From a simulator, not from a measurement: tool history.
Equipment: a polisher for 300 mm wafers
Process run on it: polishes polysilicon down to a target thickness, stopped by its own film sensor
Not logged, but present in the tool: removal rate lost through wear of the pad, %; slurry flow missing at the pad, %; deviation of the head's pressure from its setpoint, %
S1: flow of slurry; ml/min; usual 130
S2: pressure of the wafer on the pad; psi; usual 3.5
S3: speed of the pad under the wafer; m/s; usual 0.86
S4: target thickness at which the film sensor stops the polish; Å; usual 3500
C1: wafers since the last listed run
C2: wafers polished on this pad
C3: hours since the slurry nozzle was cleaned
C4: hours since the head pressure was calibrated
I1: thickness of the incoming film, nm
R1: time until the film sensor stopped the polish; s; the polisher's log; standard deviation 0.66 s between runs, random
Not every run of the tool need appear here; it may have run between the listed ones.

| run | hour | S1 | S2 | S3 | S4 | C1 | C2 | C3 | C4 | I1 | R1 |
|---|---|---|---|---|---|---|---|---|---|---|---|
| 1 | 0.0 | 130 | 3.5 | 0.86 | 3500 | 0 | 1220 | 400.6 | 175.1 | 827.7 | 67.5 |
| 2 | 71.7 | 130 | 3.5 | 0.86 | 3500 | 532 | 1752 | 472.3 | 246.8 | 842.4 | 68.8 |
|  | 91.5 | slurry nozzle cleaned |
|  | 117.7 | worn pad replaced by a new one |
| 3 | 141.3 | 130 | 3.5 | 0.86 | 3500 | 479 | 175 | 49.8 | 316.4 | 838.8 | 65.3 |
| 4 | 208.2 | 130 | 2.6 | 0.86 | 3890 | 496 | 671 | 116.7 | 383.3 | 856.0 | 78.2 |
| 5 | 243.9 | 130 | 2.6 | 0.86 | 3890 | 264 | 936 | 152.4 | 419.0 | 838.9 | 74.7 |
| 6 | 283.2 | 130 | 3.5 | 0.86 | 3500 | 291 | 1227 | 191.7 | 458.3 | 845.3 | 66.6 |
| 7 | 340.7 | 130 | 3.5 | 0.86 | 3500 | 426 | 1654 | 249.2 | 515.8 | 840.3 | 66.9 |
|  | 371.8 | worn pad replaced by a new one |
| 8 | 381.6 | 130 | 3.5 | 0.86 | 3500 | 273 | 72 | 290.1 | 556.7 | 842.4 | 68.4 |
| 9 | 420.6 | 130 | 3.5 | 0.86 | 3500 | 289 | 362 | 329.1 | 595.7 | 856.8 | 70.0 |
| 10 | 480.8 | 130 | 3.5 | 0.86 | 3500 | 446 | 808 | 389.3 | 655.9 | 826.7 | 66.2 |
|  | 500.4 | slurry nozzle cleaned |
| 11 | 544.6 | 130 | 3.5 | 0.86 | 3500 | 465 | 1274 | 44.2 | 719.7 | 854.5 | 67.0 |
| 12 | 606.1 | 130 | 2.9 | 0.80 | 3500 | 456 | 1731 | 105.7 | 781.2 | 842.2 | 82.8 |
| 13 | 656.7 | 130 | 2.4 | 0.86 | 2060 | 375 | 2106 | 156.3 | 831.8 | 835.0 | 109.7 |
|  | 660.8 | worn pad replaced by a new one |
|  | 664.9 | head pressure recalibrated |
| 14 | 684.8 | 105 | 2.5 | 0.86 | 4900 | 163 | 163 | 184.4 | 19.9 | 830.4 | 61.7 |
| 15 | 750.0 | 130 | 3.5 | 0.86 | 3500 | 483 | 647 | 249.6 | 85.1 | 835.9 | 66.3 |
| 16 | 778.9 | 130 | 3.0 | 1.14 | 4200 | 214 | 861 | 278.5 | 114.0 | 838.1 | 49.1 |
| 17 | 836.8 | 130 | 3.5 | 0.86 | 3500 | 429 | 1291 | 336.4 | 171.9 | 840.5 | 67.9 |
| 18 | 888.9 | 130 | 4.6 | 1.12 | 3500 | 386 | 1677 | 388.5 | 224.0 | 836.3 | 42.0 |
| 19 | 913.1 | 145 | 3.5 | 0.86 | 4920 | 179 | 1857 | 412.7 | 248.2 | 847.5 | 47.8 |
|  | 945.8 | worn pad replaced by a new one |
| 20 | 984.8 | 105 | 2.3 | 1.14 | 2020 | 502 | 289 | 484.4 | 319.9 | 840.2 | 95.5 |
|  | 987.5 | slurry nozzle cleaned |
| 21 | 1052.0 | 130 | 3.5 | 0.86 | 3500 | 491 | 780 | 64.5 | 387.1 | 843.5 | 65.6 |
| 22 | 1091.0 | 130 | 3.5 | 0.74 | 3500 | 289 | 1070 | 103.5 | 426.1 | 845.1 | 78.1 |
| 23 | 1155.5 | 150 | 4.1 | 1.14 | 3500 | 478 | 1548 | 168.0 | 490.6 | 836.7 | 43.3 |
|  | 1172.2 | worn pad replaced by a new one |
| 24 | 1244.2 | 100 | 3.5 | 1.02 | 2380 | 628 | 534 | 256.7 | 579.3 | 828.0 | 71.3 |
| 25 | 1272.6 | 130 | 3.5 | 1.00 | 4700 | 210 | 744 | 285.1 | 607.7 | 829.6 | 42.4 |

Table of differences, measured result less the result of that run with no hidden state. Run-to-run variation is the same in both. Gauge scatter possibly is not:
| run | R1 |
|---|---|
| 1 | +3.5 |
| 2 | +4.3 |
| 3 | +0.7 |
| 4 | +1.5 |
| 5 | +1.7 |
| 6 | +1.8 |
| 7 | +2.3 |
| 8 | +2.8 |
| 9 | +3.1 |
| 10 | +3.6 |
| 11 | +0.3 |
| 12 | +0.9 |
| 13 | +1.7 |
| 14 | +1.3 |
| 15 | +1.8 |
| 16 | +1.4 |
| 17 | +2.5 |
| 18 | +1.8 |
| 19 | +2.1 |
| 20 | +6.3 |
| 21 | +0.5 |
| 22 | +1.0 |
| 23 | +0.8 |
| 24 | +2.5 |
| 25 | +1.5 |

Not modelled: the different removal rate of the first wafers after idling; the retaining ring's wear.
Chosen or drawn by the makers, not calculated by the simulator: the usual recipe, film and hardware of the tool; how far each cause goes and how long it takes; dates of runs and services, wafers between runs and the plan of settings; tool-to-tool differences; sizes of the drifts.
